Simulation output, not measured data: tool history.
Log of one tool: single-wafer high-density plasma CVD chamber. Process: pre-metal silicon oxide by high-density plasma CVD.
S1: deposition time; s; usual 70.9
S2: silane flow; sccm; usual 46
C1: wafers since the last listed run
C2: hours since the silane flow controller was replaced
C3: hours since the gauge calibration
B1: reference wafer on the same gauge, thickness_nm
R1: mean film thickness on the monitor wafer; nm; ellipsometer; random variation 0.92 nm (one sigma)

run	hour	S1	S2	C1	C2	C3	B1	R1
1	0.0	70.9	46	0	4191.6	36.6	373.872	367.722
2	128.3	70.9	46	2607	4319.9	164.9	374.366	366.593
3	158.3	70.9	46	609	4349.9	194.9	374.080	368.045
4	214.9	70.9	46	1150	4406.5	251.5	374.234	367.752
5	245.8	70.9	46	628	4437.4	282.4	373.856	367.728
6	311.5	65.7	46	1335	4503.1	348.1	373.922	340.638
7	351.6	65.7	46	815	4543.2	388.2	373.982	341.255
8	408.4	65.7	46	1154	4600.0	445.0	373.701	340.520
# hour 422.5: silane flow controller replaced
9	453.9	70.9	46	762	31.4	490.5	374.265	344.558
10	480.7	70.9	46	544	58.2	517.3	373.866	344.679
11	667.7	64.5	46	3800	245.2	704.3	374.157	314.113
12	700.1	61.5	50	658	277.6	736.7	373.831	325.510
13	749.6	79.4	43	1006	327.1	786.2	374.039	361.697
14	782.3	59.1	41	664	359.8	818.9	374.218	256.214
# hour 810.3: gauge calibrated
15	840.7	65.7	46	1187	418.2	30.4	374.429	320.590
16	869.4	56.8	46	583	446.9	59.1	374.040	277.338
17	937.3	65.7	50	1380	514.8	127.0	374.127	349.401
18	975.1	70.9	46	768	552.6	164.8	373.979	345.622
19	1033.4	61.5	50	1185	610.9	223.1	373.822	327.434
20	1068.0	70.9	46	703	645.5	257.7	374.296	347.148
21	1121.6	74.7	52	1089	699.1	311.3	373.838	413.130

5 ways to go on from here, each from the tool as it stands after run 21. What would each give?
A	1122.0	70.9	46	8	699.5	311.7	?	?
B	1122.0	66.9	37	8	699.5	311.7	?	?
C	1122.0	64.5	50	8	699.5	311.7	?	?
D	1122.0	65.5	41	8	699.5	311.7	?	?
E	1122.0	61.9	40	8	699.5	311.7	?	?

run	B1	R1
A	373.807	347.381
B	373.807	263.651
C	373.807	343.504
D	373.807	286.041
E	373.807	263.726
Without the tool's hidden state the same runs would have given:
run	R1
A	345.387
B	262.138
C	341.532
D	284.398
E	262.212
